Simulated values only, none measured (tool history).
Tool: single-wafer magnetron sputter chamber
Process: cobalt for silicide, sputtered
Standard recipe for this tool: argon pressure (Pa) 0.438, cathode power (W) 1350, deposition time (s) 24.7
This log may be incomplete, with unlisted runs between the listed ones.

| run | hour | argon pressure (Pa) | cathode power (W) | deposition time (s) | read-back reference wafer on the same gauge, thickness_nm | mean film thickness on the monitor wafer (Å) |
|---|---|---|---|---|---|---|
| 1 | 0.0 | 0.438 | 1350 | 24.7 | 16.198 | 151.82 |
| 2 | 40.6 | 0.438 | 1350 | 24.7 | 16.202 | 151.62 |
|  | 58.7 | sputter target and shields replaced |
| 3 | 106.2 | 0.438 | 1350 | 24.7 | 16.200 | 154.14 |
| 4 | 131.7 | 0.438 | 1350 | 24.7 | 16.187 | 154.21 |
| 5 | 175.2 | 0.438 | 1350 | 24.7 | 16.193 | 153.48 |
| 6 | 202.6 | 0.438 | 1350 | 27.8 | 16.208 | 172.77 |
| 7 | 254.5 | 0.438 | 1350 | 27.8 | 16.197 | 172.10 |
| 8 | 302.2 | 0.438 | 1350 | 27.8 | 16.198 | 172.10 |
| 9 | 366.3 | 0.438 | 1350 | 24.7 | 16.195 | 152.42 |
|  | 376.0 | sputter target and shields replaced |
| 10 | 421.4 | 0.438 | 1350 | 24.7 | 16.190 | 154.27 |
| 11 | 455.9 | 0.438 | 1350 | 24.7 | 16.189 | 154.56 |
| 12 | 498.8 | 0.438 | 1350 | 24.7 | 16.196 | 154.80 |
|  | 519.3 | magnet pack replaced |
| 13 | 529.1 | 0.438 | 1350 | 24.7 | 16.212 | 153.81 |
| 14 | 561.3 | 0.438 | 1350 | 24.7 | 16.206 | 153.32 |
| 15 | 589.0 | 0.322 | 1050 | 28.1 | 16.191 | 141.26 |
|  | 591.0 | gauge calibrated |
| 16 | 624.8 | 0.438 | 1100 | 22.4 | 16.199 | 112.66 |
| 17 | 690.6 | 0.438 | 1350 | 24.7 | 16.196 | 152.12 |
|  | 714.1 | sputter target and shields replaced |
| 18 | 736.0 | 0.438 | 1350 | 24.7 | 16.202 | 154.90 |
| 19 | 803.8 | 0.559 | 1200 | 29.2 | 16.192 | 156.10 |
| 20 | 869.6 | 0.331 | 1350 | 24.7 | 16.198 | 159.60 |
| 21 | 895.2 | 0.438 | 1350 | 24.7 | 16.193 | 153.64 |
|  | 943.7 | capacitance manometer re-zeroed and calibrated |
| 22 | 944.2 | 0.546 | 1350 | 28.8 | 16.206 | 177.53 |
| 23 | 966.0 | 0.438 | 1350 | 24.7 | 16.203 | 155.84 |
| 24 | 1028.3 | 0.438 | 1350 | 24.7 | 16.194 | 155.08 |
|  | 1053.9 | sputter target and shields replaced |
| 25 | 1072.0 | 0.438 | 1500 | 24.7 | 16.195 | 174.26 |
| 26 | 1121.5 | 0.321 | 1200 | 28.5 | 16.202 | 166.72 |
| 27 | 1162.3 | 0.613 | 1450 | 23.0 | 16.200 | 148.85 |
| 28 | 1232.1 | 0.438 | 1350 | 24.7 | 16.201 | 155.46 |
| 29 | 1265.9 | 0.499 | 1100 | 24.7 | 16.209 | 124.06 |

Here are 5 independent what-if runs from the current tool condition. What would each one return?
| A | 1266.3 | 0.438 | 1350 | 27.1 | ? | ? |
| B | 1266.3 | 0.438 | 1550 | 28.2 | ? | ? |
| C | 1266.3 | 0.333 | 1350 | 22.4 | ? | ? |
| D | 1266.3 | 0.389 | 1000 | 23.1 | ? | ? |
| E | 1266.3 | 0.438 | 1150 | 24.7 | ? | ? |

| run | read-back reference wafer on the same gauge, thickness_nm | mean film thickness on the monitor wafer (Å) |
|---|---|---|
| A | 16.203 | 170.16 |
| B | 16.203 | 203.30 |
| C | 16.203 | 145.27 |
| D | 16.203 | 109.07 |
| E | 16.203 | 132.12 |
With no hidden state in the tool, these same runs would have given:
| run | mean film thickness on the monitor wafer (Å) |
|---|---|
| A | 172.89 |
| B | 206.56 |
| C | 147.36 |
| D | 110.73 |
| E | 134.23 |
